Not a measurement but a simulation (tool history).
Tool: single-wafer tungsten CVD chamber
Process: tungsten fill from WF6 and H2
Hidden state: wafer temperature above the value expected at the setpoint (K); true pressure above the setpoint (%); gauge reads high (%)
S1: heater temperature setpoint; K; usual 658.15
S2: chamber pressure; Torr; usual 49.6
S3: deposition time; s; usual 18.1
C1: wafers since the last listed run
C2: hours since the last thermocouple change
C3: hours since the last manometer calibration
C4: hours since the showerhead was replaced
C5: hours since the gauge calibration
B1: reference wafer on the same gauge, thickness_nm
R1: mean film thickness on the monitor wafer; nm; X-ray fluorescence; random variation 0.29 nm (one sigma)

{"run": 1, "hour": 0.0, "S1": 665.15, "S2": 49.6, "S3": 18.1, "C1": 0, "C2": 2336.5, "C3": 2048.1, "C4": 7660, "C5": 307.2, "B1": 53.511, "R1": 53.229}
{"run": 2, "hour": 10.5, "S1": 658.15, "S2": 49.6, "S3": 18.1, "C1": 374, "C2": 2347, "C3": 2058.6, "C4": 7670.5, "C5": 317.7, "B1": 53.48, "R1": 44.758}
{"run": 3, "hour": 27.7, "S1": 658.15, "S2": 49.6, "S3": 18.1, "C1": 614, "C2": 2364.2, "C3": 2075.8, "C4": 7687.7, "C5": 334.9, "B1": 53.501, "R1": 45.169}
{"run": 4, "hour": 41.5, "S1": 658.15, "S2": 49.6, "S3": 18.1, "C1": 492, "C2": 2378, "C3": 2089.6, "C4": 7701.5, "C5": 348.7, "B1": 53.476, "R1": 45.167}
{"run": 5, "hour": 55.8, "S1": 658.15, "S2": 49.6, "S3": 19.6, "C1": 510, "C2": 2392.3, "C3": 2103.9, "C4": 7715.8, "C5": 363, "B1": 53.501, "R1": 48.426}
{"run": 6, "hour": 73.8, "S1": 658.15, "S2": 49.6, "S3": 15.9, "C1": 642, "C2": 2410.3, "C3": 2121.9, "C4": 7733.8, "C5": 381, "B1": 53.487, "R1": 39.463}
{"run": 7, "hour": 83.0, "S1": 658.15, "S2": 49.6, "S3": 15.9, "C1": 328, "C2": 2419.5, "C3": 2131.1, "C4": 7743, "C5": 390.2, "B1": 53.515, "R1": 39.362}
{"run": 8, "hour": 91.4, "S1": 658.15, "S2": 49.6, "S3": 20, "C1": 299, "C2": 2427.9, "C3": 2139.5, "C4": 7751.4, "C5": 398.6, "B1": 53.525, "R1": 49.008}
{"run": 9, "hour": 98.6, "S1": 658.15, "S2": 49.6, "S3": 20, "C1": 257, "C2": 2435.1, "C3": 2146.7, "C4": 7758.6, "C5": 405.8, "B1": 53.443, "R1": 49.484}
{"run": 10, "hour": 107.9, "S1": 658.15, "S2": 49.6, "S3": 18.1, "C1": 332, "C2": 2444.4, "C3": 2156, "C4": 7767.9, "C5": 415.1, "B1": 53.473, "R1": 44.816}
{"run": 11, "hour": 118.1, "S1": 658.15, "S2": 49.6, "S3": 18.1, "C1": 364, "C2": 2454.6, "C3": 2166.2, "C4": 7778.1, "C5": 425.3, "B1": 53.496, "R1": 45.085}
{"hour": 127.1, "done": "gauge calibrated"}
{"run": 12, "hour": 155.1, "S1": 658.15, "S2": 49.6, "S3": 18.1, "C1": 1321, "C2": 2491.6, "C3": 2203.2, "C4": 7815.1, "C5": 28, "B1": 53.527, "R1": 44.935}
{"run": 13, "hour": 162.2, "S1": 658.15, "S2": 49.6, "S3": 18.1, "C1": 253, "C2": 2498.7, "C3": 2210.3, "C4": 7822.2, "C5": 35.1, "B1": 53.529, "R1": 44.952}
{"run": 14, "hour": 170.8, "S1": 658.15, "S2": 43.4, "S3": 18.1, "C1": 307, "C2": 2507.3, "C3": 2218.9, "C4": 7830.8, "C5": 43.7, "B1": 53.534, "R1": 43.357}
{"run": 15, "hour": 185.2, "S1": 658.15, "S2": 49.6, "S3": 18.1, "C1": 514, "C2": 2521.7, "C3": 2233.3, "C4": 7845.2, "C5": 58.1, "B1": 53.454, "R1": 44.811}
{"run": 16, "hour": 200.9, "S1": 658.15, "S2": 49.6, "S3": 19.4, "C1": 560, "C2": 2537.4, "C3": 2249, "C4": 7860.9, "C5": 73.8, "B1": 53.551, "R1": 47.698}
{"hour": 210.0, "done": "capacitance manometer re-zeroed and calibrated"}
{"run": 17, "hour": 210.8, "S1": 647.15, "S2": 38.7, "S3": 14.9, "C1": 67, "C2": 2547.3, "C3": 0.8, "C4": 7870.8, "C5": 83.7, "B1": 53.539, "R1": 27.137}
{"hour": 222.7, "done": "thermocouple changed; heater temperature recalibrated"}
{"run": 18, "hour": 223.2, "S1": 658.15, "S2": 49.6, "S3": 18.1, "C1": 157, "C2": 0.5, "C3": 13.2, "C4": 7883.2, "C5": 96.1, "B1": 53.487, "R1": 49.323}
{"run": 19, "hour": 251.1, "S1": 658.15, "S2": 49.6, "S3": 18.1, "C1": 996, "C2": 28.4, "C3": 41.1, "C4": 7911.1, "C5": 124, "B1": 53.46, "R1": 49.142}
{"run": 20, "hour": 303.7, "S1": 669.15, "S2": 49.6, "S3": 18.1, "C1": 1878, "C2": 81, "C3": 93.7, "C4": 7963.7, "C5": 176.6, "B1": 53.538, "R1": 62.366}
{"run": 21, "hour": 319.3, "S1": 658.15, "S2": 49.6, "S3": 18.1, "C1": 557, "C2": 96.6, "C3": 109.3, "C4": 7979.3, "C5": 192.2, "B1": 53.521, "R1": 48.529}
{"run": 22, "hour": 328.8, "S1": 658.15, "S2": 59.9, "S3": 18.1, "C1": 339, "C2": 106.1, "C3": 118.8, "C4": 7988.8, "C5": 201.7, "B1": 53.467, "R1": 50.893}
{"run": 23, "hour": 339.9, "S1": 658.15, "S2": 55.5, "S3": 18.1, "C1": 396, "C2": 117.2, "C3": 129.9, "C4": 7999.9, "C5": 212.8, "B1": 53.498, "R1": 49.835}
{"hour": 357.5, "done": "showerhead replaced"}
{"run": 24, "hour": 358.0, "S1": 670.15, "S2": 49.6, "S3": 19.1, "C1": 360, "C2": 135.3, "C3": 148, "C4": 0.5, "C5": 230.9, "B1": 53.494, "R1": 67.567}
{"run": 25, "hour": 368.6, "S1": 658.15, "S2": 49.6, "S3": 18.1, "C1": 378, "C2": 145.9, "C3": 158.6, "C4": 11.1, "C5": 241.5, "B1": 53.532, "R1": 48.326}
{"run": 26, "hour": 381.5, "S1": 646.15, "S2": 57.6, "S3": 14.7, "C1": 460, "C2": 158.8, "C3": 171.5, "C4": 24, "C5": 254.4, "B1": 53.445, "R1": 30.695}
{"run": 27, "hour": 393.5, "S1": 670.15, "S2": 49.6, "S3": 18.1, "C1": 428, "C2": 170.8, "C3": 183.5, "C4": 36, "C5": 266.4, "B1": 53.505, "R1": 62.293}
{"run": 28, "hour": 402.8, "S1": 669.15, "S2": 49.6, "S3": 18.1, "C1": 332, "C2": 180.1, "C3": 192.8, "C4": 45.3, "C5": 275.7, "B1": 53.485, "R1": 61.649}
{"run": 29, "hour": 411.0, "S1": 668.15, "S2": 49.6, "S3": 18.1, "C1": 292, "C2": 188.3, "C3": 201, "C4": 53.5, "C5": 283.9, "B1": 53.499, "R1": 60.371}
{"run": 30, "hour": 419.1, "S1": 658.15, "S2": 49.6, "S3": 19.9, "C1": 289, "C2": 196.4, "C3": 209.1, "C4": 61.6, "C5": 292, "B1": 53.532, "R1": 52.937}
{"run": 31, "hour": 425.4, "S1": 658.15, "S2": 49.6, "S3": 18.1, "C1": 224, "C2": 202.7, "C3": 215.4, "C4": 67.9, "C5": 298.3, "B1": 53.494, "R1": 48.253}
{"run": 32, "hour": 441.0, "S1": 658.15, "S2": 60.5, "S3": 18.1, "C1": 557, "C2": 218.3, "C3": 231, "C4": 83.5, "C5": 313.9, "B1": 53.502, "R1": 50.39}
{"run": 33, "hour": 453.8, "S1": 666.15, "S2": 49.6, "S3": 19, "C1": 457, "C2": 231.1, "C3": 243.8, "C4": 96.3, "C5": 326.7, "B1": 53.484, "R1": 60.184}
{"run": 34, "hour": 462.8, "S1": 654.15, "S2": 38, "S3": 19.9, "C1": 321, "C2": 240.1, "C3": 252.8, "C4": 105.3, "C5": 335.7, "B1": 53.421, "R1": 44.347}
{"run": 35, "hour": 474.0, "S1": 658.15, "S2": 45.2, "S3": 16.3, "C1": 399, "C2": 251.3, "C3": 264, "C4": 116.5, "C5": 346.9, "B1": 53.45, "R1": 42.213}

What the log doesn't show, run by run:
true pressure above the setpoint (%): 0 in every run
gauge reads high (%): 0 in every run
H1: wafer temperature above the value expected at the setpoint (K)
run=1 H1=-4.65
run=2 H1=-4.65
run=3 H1=-4.66
run=4 H1=-4.66
run=5 H1=-4.67
run=6 H1=-4.67
run=7 H1=-4.68
run=8 H1=-4.68
run=9 H1=-4.68
run=10 H1=-4.68
run=11 H1=-4.69
run=12 H1=-4.7
run=13 H1=-4.7
run=14 H1=-4.7
run=15 H1=-4.71
run=16 H1=-4.71
run=17 H1=-4.72
run=18 H1=-0.544
run=19 H1=-0.729
run=20 H1=-1.06
run=21 H1=-1.16
run=22 H1=-1.21
run=23 H1=-1.28
run=24 H1=-1.38
run=25 H1=-1.44
run=26 H1=-1.52
run=27 H1=-1.58
run=28 H1=-1.63
run=29 H1=-1.68
run=30 H1=-1.72
run=31 H1=-1.75
run=32 H1=-1.84
run=33 H1=-1.9
run=34 H1=-1.95
run=35 H1=-2
